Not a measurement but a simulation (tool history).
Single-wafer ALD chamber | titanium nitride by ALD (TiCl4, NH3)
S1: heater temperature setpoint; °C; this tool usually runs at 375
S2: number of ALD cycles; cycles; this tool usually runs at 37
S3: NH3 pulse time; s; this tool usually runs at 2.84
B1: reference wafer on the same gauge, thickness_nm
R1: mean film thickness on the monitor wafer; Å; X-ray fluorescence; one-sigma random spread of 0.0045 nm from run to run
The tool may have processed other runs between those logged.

run 1 day=0 | S1=375 S2=37 S3=2.84 | B1=0.966 | R1=8.06
run 2 day=1.342 | S1=375 S2=37 S3=2.84 | B1=0.968 | R1=8.11
run 3 day=3.508 | S1=375 S2=37 S3=2.84 | B1=0.97 | R1=8.15
run 4 day=4.917 | S1=375 S2=37 S3=2.84 | B1=0.968 | R1=8.09
run 5 day=6.075 | S1=375 S2=37 S3=2.84 | B1=0.971 | R1=8.12
run 6 day=7.042 | S1=375 S2=37 S3=2.84 | B1=0.973 | R1=8.1
run 7 day=7.692 | S1=375 S2=39 S3=2.84 | B1=0.974 | R1=8.63
run 8 day=8.542 | S1=375 S2=39 S3=2.84 | B1=0.975 | R1=8.64
run 9 day=9.696 | S1=365 S2=37 S3=2.84 | B1=0.974 | R1=8.05
run 10 day=10.658 | S1=375 S2=37 S3=2.84 | B1=0.976 | R1=8.21
run 11 day=12.088 | S1=375 S2=37 S3=2.84 | B1=0.976 | R1=8.22
-- day=12.425 gauge calibrated
run 12 day=12.938 | S1=375 S2=37 S3=2.84 | B1=0.952 | R1=7.99
run 13 day=13.608 | S1=375 S2=37 S3=2.84 | B1=0.952 | R1=7.95
run 14 day=14.425 | S1=375 S2=42 S3=2.84 | B1=0.951 | R1=9.03
run 15 day=15.275 | S1=385 S2=32 S3=3.3 | B1=0.953 | R1=6.98
run 16 day=16.171 | S1=384 S2=33 S3=3.39 | B1=0.956 | R1=7.23
-- day=16.617 showerhead replaced
run 17 day=17.292 | S1=375 S2=37 S3=2.24 | B1=0.956 | R1=7.85
run 18 day=17.812 | S1=380 S2=39 S3=3.57 | B1=0.956 | R1=8.54
-- day=19.212 thermocouple changed; heater temperature recalibrated
run 19 day=19.233 | S1=375 S2=32 S3=2.1 | B1=0.958 | R1=6.74
run 20 day=20.379 | S1=369 S2=37 S3=2.84 | B1=0.959 | R1=7.96
run 21 day=21.183 | S1=384 S2=33 S3=3.39 | B1=0.958 | R1=7.34
run 22 day=22.658 | S1=362 S2=32 S3=2.84 | B1=0.96 | R1=6.85
run 23 day=23.425 | S1=375 S2=37 S3=2.84 | B1=0.96 | R1=8.13
run 24 day=24.65 | S1=375 S2=37 S3=2.84 | B1=0.961 | R1=8.06
run 25 day=25.438 | S1=379 S2=37 S3=2.84 | B1=0.961 | R1=8.02
run 26 day=26.604 | S1=375 S2=37 S3=2.84 | B1=0.963 | R1=8
run 27 day=28.867 | S1=382 S2=41 S3=2.01 | B1=0.964 | R1=8.89
run 28 day=30.038 | S1=369 S2=37 S3=1.93 | B1=0.967 | R1=7.76
run 29 day=30.896 | S1=375 S2=37 S3=2.84 | B1=0.969 | R1=8.04

Consider 3 possible next runs. They are alternatives, not a sequence: every one starts from the tool as it was left by run 29. What does each give?
run A day=30.917 | S1=375 S2=37 S3=2.84 | B1=? | R1=?
run B day=30.917 | S1=375 S2=37 S3=3.92 | B1=? | R1=?
run C day=30.917 | S1=388 S2=30 S3=2.32 | B1=? | R1=?

run=A B1=0.967 R1=8.02
run=B B1=0.967 R1=8.16
run=C B1=0.967 R1=6.47
Take away the tool's hidden state, keep each run's random variation, and the runs would have read:
run=A R1=7.88
run=B R1=8.02
run=C R1=6.36
